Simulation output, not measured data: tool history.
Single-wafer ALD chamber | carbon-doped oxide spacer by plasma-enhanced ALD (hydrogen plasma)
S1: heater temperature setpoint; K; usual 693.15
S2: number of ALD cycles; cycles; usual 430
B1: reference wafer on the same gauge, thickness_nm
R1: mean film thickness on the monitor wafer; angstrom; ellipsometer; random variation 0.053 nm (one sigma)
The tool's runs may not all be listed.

run 1 hour=0.0 | S1=705.15 S2=430 | B1=18.310 | R1=175.36
run 2 hour=31.7 | S1=705.15 S2=430 | B1=18.312 | R1=176.16
run 3 hour=96.0 | S1=705.15 S2=430 | B1=18.296 | R1=174.69
run 4 hour=155.4 | S1=689.15 S2=401 | B1=18.298 | R1=173.62
run 5 hour=223.5 | S1=693.15 S2=486 | B1=18.306 | R1=207.07
run 6 hour=272.7 | S1=693.15 S2=486 | B1=18.329 | R1=206.94
-- hour=299.0 gauge calibrated
run 7 hour=314.8 | S1=693.15 S2=486 | B1=18.299 | R1=207.12
run 8 hour=340.5 | S1=693.15 S2=451 | B1=18.317 | R1=191.32
run 9 hour=392.4 | S1=705.15 S2=430 | B1=18.284 | R1=175.38
run 10 hour=423.6 | S1=703.15 S2=454 | B1=18.296 | R1=186.00
run 11 hour=455.5 | S1=699.15 S2=430 | B1=18.282 | R1=179.47
-- hour=471.0 thermocouple changed; heater temperature recalibrated
run 12 hour=514.3 | S1=702.15 S2=430 | B1=18.307 | R1=181.51
run 13 hour=570.5 | S1=693.15 S2=387 | B1=18.316 | R1=167.98
run 14 hour=635.9 | S1=700.15 S2=377 | B1=18.286 | R1=159.52
run 15 hour=679.2 | S1=689.15 S2=401 | B1=18.288 | R1=176.24
run 16 hour=749.8 | S1=693.15 S2=430 | B1=18.314 | R1=185.85
run 17 hour=803.2 | S1=698.15 S2=404 | B1=18.294 | R1=170.76

Forecast each of these 3 alternatives for the next run:
run A hour=804.3 | S1=693.15 S2=471 | B1=? | R1=?
run B hour=804.3 | S1=689.15 S2=468 | B1=? | R1=?
run C hour=804.3 | S1=702.15 S2=472 | B1=? | R1=?

run=A B1=18.300 R1=204.05
run=B B1=18.300 R1=205.71
run=C B1=18.300 R1=197.78
Without the tool's hidden state the same runs would have given:
run=A R1=206.50
run=B R1=208.14
run=C R1=200.23
